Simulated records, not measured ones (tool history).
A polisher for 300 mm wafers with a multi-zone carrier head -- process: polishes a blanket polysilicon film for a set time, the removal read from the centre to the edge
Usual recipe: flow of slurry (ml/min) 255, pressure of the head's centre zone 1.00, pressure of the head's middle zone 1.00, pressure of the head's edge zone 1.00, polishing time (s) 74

run     day  flow of slurry (ml/min)  pressure of the head's centre zone  pressure of the head's middle zone  pressure of the head's edge zone  polishing time (s)  incoming thickness of the incoming film, nm  film removed at the wafer's centre (angstrom)  film removed at mid-radius (angstrom)  film removed at the wafer's edge (angstrom)
  1   0.000                      255                                1.00                                1.00                              1.00                  74                                       1852.3                                           4988                                   4984                                         5016
  2   0.325                      255                                1.00                                1.00                              1.00                  74                                       1839.3                                           4915                                   5049                                         4985
  3   0.858                      255                                1.00                                1.00                              1.00                  74                                       1884.2                                           4935                                   5031                                         5007
  4   1.533                      255                                1.00                                1.00                              0.90                  74                                       1853.6                                           4978                                   5029                                         4761
  5   2.125                      255                                0.90                                1.00                              1.00                  74                                       1877.9                                           4453                                   4938                                         4944
      2.229  -- edge zone pressure recalibrated
  6   2.425                      300                                1.00                                1.00                              1.00                  74                                       1819.7                                           5028                                   5167                                         5063
  7   3.004                      255                                1.00                                1.00                              1.00                  74                                       1867.7                                           4972                                   4956                                         5028
      3.096  -- centre zone pressure recalibrated
  8   3.508                      255                                1.00                                1.00                              1.00                  55                                       1839.0                                           3667                                   3707                                         3679
  9   4.117                      340                                1.00                                1.00                              0.93                 100                                       1849.1                                           6879                                   7082                                         6712
 10   4.775                      255                                1.11                                1.00                              0.95                  74                                       1840.0                                           5391                                   4829                                         4856
 11   5.421                      345                                1.00                                1.00                              1.03                  65                                       1818.0                                           4443                                   4519                                         4514
      5.783  -- carrier head's membrane replaced by a new one
 12   6.088                      255                                1.00                                0.91                              1.11                  74                                       1839.9                                           4877                                   4533                                         5142
      6.271  -- slurry nozzle cleaned
 13   6.396                      210                                1.07                                1.00                              1.00                  97                                       1870.4                                           7282                                   6842                                         6686
      6.633  -- worn pad replaced by a new one
 14   6.904                      255                                1.00                                1.00                              1.00                  74                                       1851.0                                           5175                                   5302                                         5198
 15   7.600                      255                                1.00                                1.00                              1.04                  74                                       1849.1                                           5247                                   5265                                         5288
 16   8.062                      255                                1.00                                1.00                              1.00                  74                                       1859.4                                           5259                                   5273                                         5158
 17   8.683                      285                                1.00                                1.00                              0.91                  61                                       1840.7                                           4302                                   4371                                         4180
 18   9.429                      165                                1.00                                1.00                              0.96                  57                                       1862.0                                           3792                                   3853                                         3809
 19   9.946                      255                                1.05                                1.00                              1.08                  51                                       1837.4                                           3764                                   3593                                         3682
 20  10.433                      255                                1.00                                1.00                              1.00                  74                                       1837.9                                           5160                                   5148                                         5197
 21  10.750                      255                                1.00                                1.10                              0.92                  74                                       1878.2                                           5118                                   5635                                         5013
 22  11.125                      255                                1.08                                1.00                              1.06                  74                                       1872.4                                           5657                                   5241                                         5291

Consider 4 possible next runs. They are alternatives, not a sequence: every one starts from the tool as it was left by run 22. What does each give?
  A  11.142                      255                                1.00                                1.00                              1.00                  74                                       1833.9                                              ?                                      ?                                            ?
  B  11.142                      255                                1.00                                1.00                              1.00                  85                                       1833.9                                              ?                                      ?                                            ?
  C  11.142                      255                                1.00                                1.00                              1.08                  92                                       1833.9                                              ?                                      ?                                            ?
  D  11.142                      255                                1.00                                0.96                              1.00                  74                                       1833.9                                              ?                                      ?                                            ?

run  film removed at the wafer's centre (angstrom)  film removed at mid-radius (angstrom)  film removed at the wafer's edge (angstrom)
  A                                           5149                                   5294                                         5169
  B                                           5914                                   6081                                         5937
  C                                           6402                                   6581                                         6638
  D                                           5148                                   5115                                         5172
Without the tool's hidden state the same runs would have given:
run  film removed at the wafer's centre (angstrom)  film removed at mid-radius (angstrom)  film removed at the wafer's edge (angstrom)
  A                                           5180                                   5322                                         5190
  B                                           5950                                   6113                                         5961
  C                                           6440                                   6616                                         6665
  D                                           5178                                   5142                                         5193

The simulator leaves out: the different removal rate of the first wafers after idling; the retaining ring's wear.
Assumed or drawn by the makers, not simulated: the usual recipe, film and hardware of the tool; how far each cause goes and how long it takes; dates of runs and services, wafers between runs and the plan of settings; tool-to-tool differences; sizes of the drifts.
